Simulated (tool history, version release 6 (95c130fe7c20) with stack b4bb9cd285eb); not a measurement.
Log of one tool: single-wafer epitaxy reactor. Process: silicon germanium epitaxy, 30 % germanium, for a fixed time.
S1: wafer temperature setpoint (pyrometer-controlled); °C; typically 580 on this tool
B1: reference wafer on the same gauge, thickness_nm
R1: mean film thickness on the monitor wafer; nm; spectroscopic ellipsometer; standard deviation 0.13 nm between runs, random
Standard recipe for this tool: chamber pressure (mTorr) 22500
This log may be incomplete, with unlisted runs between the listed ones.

run 1 hour=0.0 | S1=580 chamber_pressure_(mTorr)=21100 | B1=38.207 | R1=37.864
run 2 hour=15.2 | S1=580 chamber_pressure_(mTorr)=21100 | B1=38.193 | R1=38.107
run 3 hour=44.8 | S1=580 chamber_pressure_(mTorr)=22500 | B1=38.203 | R1=39.442
run 4 hour=59.9 | S1=580 chamber_pressure_(mTorr)=22500 | B1=38.221 | R1=39.295
run 5 hour=91.0 | S1=574 chamber_pressure_(mTorr)=18200 | B1=38.221 | R1=30.332
run 6 hour=115.8 | S1=574 chamber_pressure_(mTorr)=18200 | B1=38.210 | R1=30.554
run 7 hour=135.1 | S1=574 chamber_pressure_(mTorr)=18200 | B1=38.173 | R1=30.293
run 8 hour=161.2 | S1=580 chamber_pressure_(mTorr)=18500 | B1=38.209 | R1=35.324
run 9 hour=193.8 | S1=580 chamber_pressure_(mTorr)=22500 | B1=38.230 | R1=39.348
run 10 hour=207.1 | S1=580 chamber_pressure_(mTorr)=22500 | B1=38.174 | R1=39.298
run 11 hour=238.4 | S1=580 chamber_pressure_(mTorr)=22500 | B1=38.188 | R1=39.436
run 12 hour=272.7 | S1=580 chamber_pressure_(mTorr)=22500 | B1=38.202 | R1=39.369
run 13 hour=295.4 | S1=580 chamber_pressure_(mTorr)=22500 | B1=38.168 | R1=39.316
run 14 hour=330.2 | S1=580 chamber_pressure_(mTorr)=22500 | B1=38.215 | R1=39.255
run 15 hour=344.2 | S1=568 chamber_pressure_(mTorr)=22500 | B1=38.204 | R1=30.021
run 16 hour=367.3 | S1=568 chamber_pressure_(mTorr)=22500 | B1=38.214 | R1=30.158
-- hour=378.9 capacitance manometer re-zeroed and calibrated
run 17 hour=393.9 | S1=574 chamber_pressure_(mTorr)=18200 | B1=38.196 | R1=30.672
run 18 hour=419.7 | S1=589 chamber_pressure_(mTorr)=22500 | B1=38.191 | R1=47.739

Run 19 has not been measured yet. What should we expect?
run 19 hour=446.4 | S1=591 chamber_pressure_(mTorr)=22500 | B1=? | R1=?

Run 19 gave B1 38.234, R1 49.985 nm.
Had the tool carried no hidden state, the very same run would have given R1 49.985 nm.

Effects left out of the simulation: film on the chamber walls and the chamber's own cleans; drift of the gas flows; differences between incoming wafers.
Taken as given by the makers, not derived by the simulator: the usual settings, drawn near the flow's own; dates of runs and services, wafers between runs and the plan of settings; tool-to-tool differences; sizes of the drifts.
